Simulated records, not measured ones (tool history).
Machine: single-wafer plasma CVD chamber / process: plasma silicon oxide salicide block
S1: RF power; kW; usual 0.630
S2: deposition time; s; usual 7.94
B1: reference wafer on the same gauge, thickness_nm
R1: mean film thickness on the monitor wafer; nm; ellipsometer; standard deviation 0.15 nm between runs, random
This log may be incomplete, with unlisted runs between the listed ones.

run 1 hour=0.0 | S1=0.630 S2=7.94 | B1=91.490 | R1=81.289
run 2 hour=25.4 | S1=0.630 S2=7.94 | B1=91.505 | R1=81.553
run 3 hour=52.0 | S1=0.630 S2=7.94 | B1=91.451 | R1=81.490
run 4 hour=77.4 | S1=0.630 S2=7.94 | B1=91.513 | R1=81.384
run 5 hour=100.5 | S1=0.630 S2=7.94 | B1=91.527 | R1=81.477
run 6 hour=125.6 | S1=0.630 S2=7.94 | B1=91.513 | R1=81.474
run 7 hour=141.3 | S1=0.630 S2=7.15 | B1=91.452 | R1=73.306
run 8 hour=168.4 | S1=0.630 S2=7.94 | B1=91.516 | R1=81.624
run 9 hour=199.1 | S1=0.595 S2=7.94 | B1=91.464 | R1=80.679
run 10 hour=265.9 | S1=0.630 S2=7.94 | B1=91.506 | R1=81.454
run 11 hour=283.9 | S1=0.630 S2=7.94 | B1=91.472 | R1=81.549
run 12 hour=312.2 | S1=0.660 S2=7.94 | B1=91.507 | R1=82.259
run 13 hour=338.7 | S1=0.630 S2=7.94 | B1=91.473 | R1=81.405
run 14 hour=365.5 | S1=0.630 S2=7.94 | B1=91.528 | R1=81.216
-- hour=414.7 RF generator calibrated
run 15 hour=464.4 | S1=0.630 S2=7.94 | B1=91.503 | R1=80.776
run 16 hour=492.5 | S1=0.630 S2=7.94 | B1=91.481 | R1=80.738
run 17 hour=517.8 | S1=0.630 S2=7.94 | B1=91.523 | R1=80.406
-- hour=533.8 showerhead replaced
run 18 hour=540.9 | S1=0.630 S2=7.94 | B1=91.414 | R1=80.513
run 19 hour=558.1 | S1=0.630 S2=7.94 | B1=91.531 | R1=80.594
run 20 hour=586.6 | S1=0.630 S2=7.94 | B1=91.476 | R1=80.492
-- hour=614.2 RF generator calibrated, repeated, since the last time left the tool worse
-- hour=632.2 gauge calibrated
run 21 hour=632.3 | S1=0.590 S2=8.66 | B1=91.536 | R1=88.648
run 22 hour=651.5 | S1=0.630 S2=8.79 | B1=91.476 | R1=90.879
run 23 hour=684.3 | S1=0.630 S2=8.40 | B1=91.567 | R1=86.953
run 24 hour=715.3 | S1=0.630 S2=7.94 | B1=91.498 | R1=81.721
run 25 hour=735.2 | S1=0.630 S2=7.94 | B1=91.532 | R1=81.987
run 26 hour=767.1 | S1=0.745 S2=6.79 | B1=91.444 | R1=72.307
run 27 hour=791.5 | S1=0.630 S2=7.94 | B1=91.457 | R1=81.998
run 28 hour=827.2 | S1=0.540 S2=7.94 | B1=91.518 | R1=79.718
run 29 hour=852.6 | S1=0.745 S2=6.58 | B1=91.550 | R1=70.346
run 30 hour=883.8 | S1=0.630 S2=8.94 | B1=91.502 | R1=92.657
run 31 hour=911.9 | S1=0.685 S2=7.42 | B1=91.414 | R1=77.836
run 32 hour=939.4 | S1=0.630 S2=7.94 | B1=91.509 | R1=81.565
run 33 hour=954.8 | S1=0.630 S2=7.94 | B1=91.500 | R1=82.163
run 34 hour=987.4 | S1=0.740 S2=8.61 | B1=91.509 | R1=91.670
run 35 hour=1016.1 | S1=0.535 S2=7.40 | B1=91.565 | R1=73.931
run 36 hour=1035.6 | S1=0.630 S2=6.69 | B1=91.486 | R1=68.849
run 37 hour=1070.6 | S1=0.630 S2=9.38 | B1=91.502 | R1=96.515
run 38 hour=1106.2 | S1=0.630 S2=7.94 | B1=91.450 | R1=81.808
run 39 hour=1121.9 | S1=0.630 S2=7.94 | B1=91.493 | R1=81.734

Some steps in R1, run to run, broken into two amounts with sign: the step expected even without the hidden condition (settings, incoming material, random variation), and the rest, left for the hidden condition together with whatever gauge scatter is not in both the measured and the hidden-condition-free result:
Hidden conditions of the tool in this case: delivered RF power above the setpoint (%); gauge reads high (%).
Run 14 -> 15: RF generator calibrated. R1 -0.440 nm: hidden state -0.701, all else +0.261.
Run 20 -> 21: S1 0.630 -> 0.590, S2 7.94 -> 8.66, RF generator calibrated, repeated, since the last time left the tool worse, gauge calibrated. R1 +8.156 nm: hidden state +1.599, all else +6.557.
Run 29 -> 30: S1 0.745 -> 0.630, S2 6.58 -> 8.94. R1 +22.311 nm: hidden state -0.106, all else +22.417.
Run 34 -> 35: S1 0.740 -> 0.535, S2 8.61 -> 7.40. R1 -17.739 nm: hidden state +0.064, all else -17.803.
Run 36 -> 37: S2 6.69 -> 9.38. R1 +27.666 nm: hidden state -0.167, all else +27.833.
